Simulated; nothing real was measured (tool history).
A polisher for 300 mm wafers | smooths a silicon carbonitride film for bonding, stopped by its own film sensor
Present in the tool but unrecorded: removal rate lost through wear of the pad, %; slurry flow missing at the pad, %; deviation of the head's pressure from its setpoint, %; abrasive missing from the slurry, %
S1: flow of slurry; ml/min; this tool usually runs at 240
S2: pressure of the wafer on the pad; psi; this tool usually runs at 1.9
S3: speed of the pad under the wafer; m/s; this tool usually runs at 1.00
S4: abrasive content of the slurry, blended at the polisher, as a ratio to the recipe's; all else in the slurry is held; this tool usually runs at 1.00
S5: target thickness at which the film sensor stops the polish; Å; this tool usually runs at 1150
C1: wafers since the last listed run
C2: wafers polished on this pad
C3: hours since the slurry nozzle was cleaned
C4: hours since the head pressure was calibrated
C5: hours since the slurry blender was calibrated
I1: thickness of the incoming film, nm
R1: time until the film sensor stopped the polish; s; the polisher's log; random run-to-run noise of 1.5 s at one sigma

run,hour,S1,S2,S3,S4,S5,C1,C2,C3,C4,C5,I1,R1
1,0.0,180,1.9,1.18,1.00,1150,0,578,320.5,268.2,168.3,139.8,113.3
# hour 21.9: slurry nozzle cleaned
2,52.6,180,1.9,1.18,1.00,1150,258,837,30.7,320.8,220.9,142.2,109.0
3,110.1,180,1.9,1.18,1.00,1150,288,1125,88.2,378.3,278.4,139.7,105.6
4,173.3,240,1.9,1.00,1.00,1150,316,1441,151.4,441.5,341.6,138.9,109.1
# hour 199.1: worn pad replaced by a new one
5,237.4,240,1.9,1.00,1.00,1150,301,191,215.5,505.6,405.7,140.2,117.5
# hour 244.8: slurry blender recalibrated
# hour 367.7: head pressure recalibrated
# hour 403.7: slurry nozzle cleaned
6,417.0,240,1.9,1.00,1.00,1150,874,1066,13.3,49.3,172.2,138.9,107.9
7,471.9,240,1.9,1.00,1.00,1150,274,1341,68.2,104.2,227.1,139.3,109.0
8,529.4,240,1.9,1.00,1.00,1150,288,1629,125.7,161.7,284.6,142.2,122.7
# hour 580.1: worn pad replaced by a new one
9,580.6,240,1.9,1.00,1.00,1150,236,2,176.9,212.9,335.8,138.8,110.6
10,629.8,240,1.9,1.00,1.00,1150,246,248,226.1,262.1,385.0,140.0,118.6
# hour 661.6: slurry blender recalibrated
11,693.7,240,1.9,1.00,1.00,1150,310,558,290.0,326.0,32.1,140.6,123.2
12,737.0,240,1.9,1.00,1.00,1150,216,775,333.3,369.3,75.4,138.6,113.2
# hour 748.5: slurry nozzle cleaned
13,805.8,240,1.9,1.00,1.00,1150,339,1115,57.3,438.1,144.2,142.3,120.4
14,847.2,240,1.9,1.00,1.00,1150,207,1322,98.7,479.5,185.6,139.7,112.3
# hour 878.1: worn pad replaced by a new one
15,952.5,240,2.5,1.00,1.00,1150,507,372,204.0,584.8,290.9,140.8,92.6
16,1037.2,240,1.9,1.36,1.00,1150,424,796,288.7,669.5,375.6,140.2,93.2
# hour 1041.2: slurry blender recalibrated
17,1102.5,240,1.9,1.00,1.10,1150,317,1113,354.0,734.8,61.3,140.2,114.6
# hour 1105.3: head pressure recalibrated
# hour 1120.3: slurry nozzle cleaned
18,1171.2,240,1.3,1.00,1.00,1150,329,1442,50.9,65.9,130.0,140.7,162.2
# hour 1187.0: worn pad replaced by a new one
19,1224.1,240,1.9,1.34,1.00,1150,244,185,103.8,118.8,182.9,138.6,88.4
20,1272.4,240,1.9,1.00,1.00,1150,241,427,152.1,167.1,231.2,139.0,112.7
21,1326.9,300,1.9,1.00,1.00,1150,272,700,206.6,221.6,285.7,141.6,119.0
22,1383.9,240,1.9,1.00,1.00,1150,285,986,263.6,278.6,342.7,138.2,110.5
23,1442.0,240,2.1,0.74,1.15,1150,291,1277,321.7,336.7,400.8,139.6,120.8
# hour 1473.3: slurry blender recalibrated
# hour 1503.0: slurry nozzle cleaned
24,1508.0,280,1.9,1.00,1.15,1150,315,1592,5.0,402.7,34.7,141.0,105.2
25,1557.4,240,1.9,1.00,1.00,1150,247,1840,54.4,452.1,84.1,141.1,116.5
# hour 1563.7: worn pad replaced by a new one
26,1599.2,215,1.9,1.00,0.90,1080,189,177,96.2,493.9,125.9,139.8,157.0
27,1648.9,165,2.5,0.90,1.00,1080,248,426,145.9,543.6,175.6,137.8,124.5
28,1695.5,170,1.9,1.00,1.00,1100,233,660,192.5,590.2,222.2,140.3,152.5

Predict each of these 5 candidate next runs independently; none follows another, all start after run 28:
A,1696.0,240,1.9,1.00,1.00,1090,2,662,193.0,590.7,222.7,139.5,?
B,1696.0,240,2.3,1.32,1.25,1090,2,662,193.0,590.7,222.7,139.5,?
C,1696.0,160,1.9,1.00,1.20,1150,2,662,193.0,590.7,222.7,139.5,?
D,1696.0,240,1.4,1.00,1.00,1150,2,662,193.0,590.7,222.7,139.5,?
E,1696.0,240,1.6,1.10,1.20,1200,2,662,193.0,590.7,222.7,139.5,?

run,R1
A,143.2
B,86.4
C,115.1
D,152.2
E,90.7
What these runs would have given with no unlogged condition in the tool:
run,R1
A,133.4
B,80.4
C,103.5
D,141.7
E,84.5

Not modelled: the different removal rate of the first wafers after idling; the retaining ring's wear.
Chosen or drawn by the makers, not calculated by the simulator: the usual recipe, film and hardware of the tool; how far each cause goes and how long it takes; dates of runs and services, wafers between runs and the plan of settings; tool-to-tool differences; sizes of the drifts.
